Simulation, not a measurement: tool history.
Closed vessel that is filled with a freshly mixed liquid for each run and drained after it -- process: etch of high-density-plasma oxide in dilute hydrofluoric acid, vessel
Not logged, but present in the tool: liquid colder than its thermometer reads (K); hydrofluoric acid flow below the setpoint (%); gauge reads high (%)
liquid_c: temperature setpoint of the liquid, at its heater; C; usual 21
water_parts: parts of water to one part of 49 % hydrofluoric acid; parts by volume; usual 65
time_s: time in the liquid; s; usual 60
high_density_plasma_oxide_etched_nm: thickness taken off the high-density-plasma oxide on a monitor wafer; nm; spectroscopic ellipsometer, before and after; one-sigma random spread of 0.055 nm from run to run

run,hour,liquid_c,water_parts,time_s,wafers since the last listed run,hours since the thermometer was replaced,hours since the hydrofluoric acid flow meter was replaced,hours since the gauge calibration,"read-back film thickness of the high-density-plasma oxide reference wafer, read on the same gauge (nm)",high_density_plasma_oxide_etched_nm
1,0,21,65,60,0,743,1006.9,737.7,110.01,6.42
# hour 85.8: thermometer replaced
2,88.8,21,65,60,11262,3,1095.7,826.5,110.01,6.63
3,187.6,21,65,60,12673,101.8,1194.5,925.3,109.98,6.64
# hour 246.8: hydrofluoric acid flow meter replaced
4,276,21,85,60,11210,190.2,29.2,1013.7,110.02,4.92
5,314.1,21,85,60,4887,228.3,67.3,1051.8,110,5.01
6,407.9,21,65,60,12031,322.1,161.1,1145.6,110.01,6.57
7,513.2,21,65,60,13506,427.4,266.4,1250.9,109.97,6.62
8,601.2,22,65,75,11287,515.4,354.4,1338.9,110.01,8.52
9,644.5,22,65,75,5554,558.7,397.7,1382.2,110,8.45
10,708.3,21,65,60,8183,622.5,461.5,1446,110,6.47
11,768.9,21,65,60,7773,683.1,522.1,1506.6,110.02,6.43
12,825.1,21,65,60,7208,739.3,578.3,1562.8,109.98,6.47
13,869.1,17.5,65,60,5643,783.3,622.3,1606.8,109.97,5.56
14,934.1,17.5,65,60,8337,848.3,687.3,1671.8,110.01,5.52
15,1014.2,17.5,65,60,10274,928.4,767.4,1751.9,109.99,5.56
# hour 1064.3: thermometer replaced
16,1109.7,18,65,60,12121,45.4,862.9,1847.4,109.99,5.87
17,1178.9,21,65,60,8876,114.6,932.1,1916.6,110.01,6.66
# hour 1217.6: gauge calibrated
18,1247.3,21,85,85,8773,183,1000.5,29.7,110.02,7.01
19,1288.4,25.5,50,30,5271,224.1,1041.6,70.8,110,5.37
20,1342.3,17,65,60,6913,278,1095.5,124.7,110,5.49
21,1396.4,21,65,60,6939,332.1,1149.6,178.8,110.01,6.53
# hour 1500.5: hydrofluoric acid flow meter replaced
22,1501.3,25.5,65,60,13327,437,0.8,283.7,109.96,7.85
23,1580.1,21,65,60,10107,515.8,79.6,362.5,110.01,6.68
24,1661.3,17.5,65,30,10415,597,160.8,443.7,109.98,2.85
25,1715.5,21,40,95,6952,651.2,215,497.9,110.03,17.5
26,1779.9,17,75,70,8260,715.6,279.4,562.3,109.97,5.48
27,1827.1,18.5,90,95,6054,762.8,326.6,609.5,109.97,6.51
28,1894.2,21,65,60,8606,829.9,393.7,676.6,110.02,6.42
29,1999,17,75,50,13442,934.7,498.5,781.4,109.99,3.86
# hour 2028.7: thermometer replaced
30,2102.7,21,65,60,13173,74,602.2,885.1,109.99,6.66
31,2165.2,25,85,60,8016,136.5,664.7,947.6,109.97,5.84
32,2211.6,21,65,35,5951,182.9,711.1,994,110.01,3.92
33,2301.6,21,75,60,11544,272.9,801.1,1084,109.99,5.68

For each run, what was the tool's unlogged condition?
hydrofluoric acid flow below the setpoint (%): 0, the same for each run
gauge reads high (%): 0, the same for each run
H1: liquid colder than its thermometer reads (K)
run,H1
1,1.07
2,0.0328
3,0.153
4,0.26
5,0.307
6,0.421
7,0.549
8,0.656
9,0.708
10,0.786
11,0.859
12,0.928
13,0.981
14,1.06
15,1.16
16,0.0778
17,0.162
18,0.245
19,0.295
20,0.361
21,0.426
22,0.554
23,0.65
24,0.748
25,0.814
26,0.892
27,0.95
28,1.03
29,1.16
30,0.197
31,0.273
32,0.33
33,0.439
